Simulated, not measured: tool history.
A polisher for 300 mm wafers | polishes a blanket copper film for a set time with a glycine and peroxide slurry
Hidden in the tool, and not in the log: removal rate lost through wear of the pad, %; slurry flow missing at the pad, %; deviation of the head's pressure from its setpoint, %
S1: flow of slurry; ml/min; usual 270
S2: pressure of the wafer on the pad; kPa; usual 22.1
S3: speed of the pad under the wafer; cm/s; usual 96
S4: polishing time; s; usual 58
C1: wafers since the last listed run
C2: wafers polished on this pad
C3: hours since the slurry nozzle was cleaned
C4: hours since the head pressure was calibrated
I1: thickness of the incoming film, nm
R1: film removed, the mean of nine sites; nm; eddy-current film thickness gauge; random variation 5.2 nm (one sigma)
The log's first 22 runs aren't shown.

{"run": 23, "day": 82.112, "S1": 270, "S2": 24.8, "S3": 96, "S4": 58, "C1": 974, "C2": 2496, "C3": 216.5, "C4": 506.7, "I1": 1681.9, "R1": 419.4}
{"run": 24, "day": 85.117, "S1": 270, "S2": 24.1, "S3": 76, "S4": 58, "C1": 739, "C2": 3236, "C3": 288.6, "C4": 578.8, "I1": 1642.3, "R1": 342.8}
{"day": 87.638, "done": "head pressure recalibrated"}
{"run": 25, "day": 89.017, "S1": 270, "S2": 20, "S3": 96, "S4": 65, "C1": 939, "C2": 4176, "C3": 382.2, "C4": 33.1, "I1": 1647.1, "R1": 408.1}
{"run": 26, "day": 90.596, "S1": 270, "S2": 22.1, "S3": 68, "S4": 58, "C1": 388, "C2": 4565, "C3": 420.1, "C4": 71, "I1": 1641.1, "R1": 286.2}
{"run": 27, "day": 94.467, "S1": 270, "S2": 22.1, "S3": 96, "S4": 58, "C1": 953, "C2": 5518, "C3": 513, "C4": 163.9, "I1": 1622.1, "R1": 373.8}
{"run": 28, "day": 97.992, "S1": 270, "S2": 22.1, "S3": 82, "S4": 58, "C1": 868, "C2": 6386, "C3": 597.6, "C4": 248.5, "I1": 1646.6, "R1": 338.9}
{"run": 29, "day": 100.096, "S1": 270, "S2": 17.2, "S3": 80, "S4": 41, "C1": 518, "C2": 6904, "C3": 648.1, "C4": 299, "I1": 1677.1, "R1": 205.3}
{"run": 30, "day": 102.012, "S1": 235, "S2": 18.6, "S3": 96, "S4": 72, "C1": 472, "C2": 7377, "C3": 694.1, "C4": 345, "I1": 1629.8, "R1": 436.3}
{"day": 102.738, "done": "slurry nozzle cleaned"}
{"run": 31, "day": 103.925, "S1": 200, "S2": 22.1, "S3": 96, "S4": 58, "C1": 460, "C2": 7837, "C3": 28.5, "C4": 390.9, "I1": 1636.4, "R1": 379.8}
{"day": 105.229, "done": "worn pad replaced by a new one"}
{"run": 32, "day": 106.788, "S1": 270, "S2": 22.1, "S3": 96, "S4": 58, "C1": 663, "C2": 384, "C3": 97.2, "C4": 459.6, "I1": 1650, "R1": 390.3}
{"run": 33, "day": 111.183, "S1": 270, "S2": 22.1, "S3": 96, "S4": 52, "C1": 1082, "C2": 1466, "C3": 202.7, "C4": 565.1, "I1": 1637.2, "R1": 348.3}
{"run": 34, "day": 114.221, "S1": 220, "S2": 24.1, "S3": 66, "S4": 42, "C1": 748, "C2": 2214, "C3": 275.6, "C4": 638, "I1": 1656.8, "R1": 217.7}
{"day": 117.912, "done": "head pressure recalibrated"}
{"run": 35, "day": 117.933, "S1": 310, "S2": 22.1, "S3": 96, "S4": 58, "C1": 893, "C2": 3108, "C3": 364.7, "C4": 0.5, "I1": 1646.2, "R1": 387.6}

Forecast each of these 5 alternatives for the next run:
{"run": "A", "day": 117.95, "S1": 340, "S2": 22.1, "S3": 96, "S4": 58, "C1": 4, "C2": 3112, "C3": 365.1, "C4": 0.9, "I1": 1660.8, "R1": "?"}
{"run": "B", "day": 117.95, "S1": 175, "S2": 18.6, "S3": 116, "S4": 53, "C1": 4, "C2": 3112, "C3": 365.1, "C4": 0.9, "I1": 1660.8, "R1": "?"}
{"run": "C", "day": 117.95, "S1": 270, "S2": 22.1, "S3": 120, "S4": 58, "C1": 4, "C2": 3112, "C3": 365.1, "C4": 0.9, "I1": 1660.8, "R1": "?"}
{"run": "D", "day": 117.95, "S1": 180, "S2": 19.3, "S3": 66, "S4": 58, "C1": 4, "C2": 3112, "C3": 365.1, "C4": 0.9, "I1": 1660.8, "R1": "?"}
{"run": "E", "day": 117.95, "S1": 335, "S2": 27.6, "S3": 80, "S4": 42, "C1": 4, "C2": 3112, "C3": 365.1, "C4": 0.9, "I1": 1660.8, "R1": "?"}

run=A R1=404.7
run=B R1=359.6
run=C R1=478.7
run=D R1=256.1
run=E R1=289.4
Without the tool's hidden state the same runs would have given:
run=A R1=404.8
run=B R1=359.7
run=C R1=478.9
run=D R1=256.1
run=E R1=289.5

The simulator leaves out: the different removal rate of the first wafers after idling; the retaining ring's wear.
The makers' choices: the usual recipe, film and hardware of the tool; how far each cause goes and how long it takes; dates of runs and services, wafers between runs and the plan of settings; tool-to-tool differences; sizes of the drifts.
